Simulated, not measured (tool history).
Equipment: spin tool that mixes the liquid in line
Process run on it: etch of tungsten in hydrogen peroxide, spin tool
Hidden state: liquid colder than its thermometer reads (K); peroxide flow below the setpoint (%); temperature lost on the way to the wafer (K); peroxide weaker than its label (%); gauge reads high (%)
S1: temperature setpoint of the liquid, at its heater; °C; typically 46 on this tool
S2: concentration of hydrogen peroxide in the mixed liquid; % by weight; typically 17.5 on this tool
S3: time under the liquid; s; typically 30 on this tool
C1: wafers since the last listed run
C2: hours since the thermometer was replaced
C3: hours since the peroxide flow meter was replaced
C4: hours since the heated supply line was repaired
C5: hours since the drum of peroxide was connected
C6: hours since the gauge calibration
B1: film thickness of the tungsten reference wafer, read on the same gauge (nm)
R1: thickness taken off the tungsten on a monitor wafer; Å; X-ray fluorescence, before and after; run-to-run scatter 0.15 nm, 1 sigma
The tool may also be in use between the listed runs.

{"run": 1, "day": 0.0, "S1": 46, "S2": 17.5, "S3": 30, "C1": 0, "C2": 692.7, "C3": 869.6, "C4": 664.4, "C5": 957.4, "C6": 308.6, "B1": 39.99, "R1": 254.9}
{"run": 2, "day": 1.262, "S1": 46, "S2": 17.5, "S3": 30, "C1": 524, "C2": 723, "C3": 899.9, "C4": 694.7, "C5": 987.7, "C6": 338.9, "B1": 40.01, "R1": 255.1}
{"run": 3, "day": 2.692, "S1": 46, "S2": 17.5, "S3": 30, "C1": 593, "C2": 757.3, "C3": 934.2, "C4": 729, "C5": 1022, "C6": 373.2, "B1": 39.99, "R1": 253.1}
{"run": 4, "day": 3.467, "S1": 46, "S2": 17.5, "S3": 30, "C1": 321, "C2": 775.9, "C3": 952.8, "C4": 747.6, "C5": 1040.6, "C6": 391.8, "B1": 40, "R1": 255}
{"run": 5, "day": 4.921, "S1": 46, "S2": 17.5, "S3": 30, "C1": 603, "C2": 810.8, "C3": 987.7, "C4": 782.5, "C5": 1075.5, "C6": 426.7, "B1": 39.98, "R1": 253.5}
{"run": 6, "day": 5.779, "S1": 46, "S2": 17.5, "S3": 30, "C1": 356, "C2": 831.4, "C3": 1008.3, "C4": 803.1, "C5": 1096.1, "C6": 447.3, "B1": 40, "R1": 252}
{"day": 6.258, "done": "gauge calibrated"}
{"run": 7, "day": 6.404, "S1": 46, "S2": 17.5, "S3": 30, "C1": 259, "C2": 846.4, "C3": 1023.3, "C4": 818.1, "C5": 1111.1, "C6": 3.5, "B1": 40.03, "R1": 251.9}
{"run": 8, "day": 7.158, "S1": 46, "S2": 20.5, "S3": 30, "C1": 313, "C2": 864.5, "C3": 1041.4, "C4": 836.2, "C5": 1129.2, "C6": 21.6, "B1": 40, "R1": 271.2}
{"run": 9, "day": 7.929, "S1": 46, "S2": 20.5, "S3": 30, "C1": 319, "C2": 883, "C3": 1059.9, "C4": 854.7, "C5": 1147.7, "C6": 40.1, "B1": 39.99, "R1": 275.3}
{"run": 10, "day": 9.004, "S1": 46, "S2": 17.5, "S3": 30, "C1": 446, "C2": 908.8, "C3": 1085.7, "C4": 880.5, "C5": 1173.5, "C6": 65.9, "B1": 39.99, "R1": 253.6}
{"run": 11, "day": 9.829, "S1": 46, "S2": 17.5, "S3": 35, "C1": 342, "C2": 928.6, "C3": 1105.5, "C4": 900.3, "C5": 1193.3, "C6": 85.7, "B1": 39.98, "R1": 294.4}
{"run": 12, "day": 10.892, "S1": 46, "S2": 15.5, "S3": 30, "C1": 440, "C2": 954.1, "C3": 1131, "C4": 925.8, "C5": 1218.8, "C6": 111.2, "B1": 39.99, "R1": 235.5}

What does the tool deliver on the next run?
{"run": 13, "day": 11.462, "S1": 46, "S2": 17.5, "S3": 30, "C1": 236, "C2": 967.8, "C3": 1144.7, "C4": 939.5, "C5": 1232.5, "C6": 124.9, "B1": "?", "R1": "?"}

Run 13 came out at B1 40.01, R1 250.6 Å.
With the hidden condition absent and the run-to-run variation left alone, this run would have shown R1 267.2 Å.
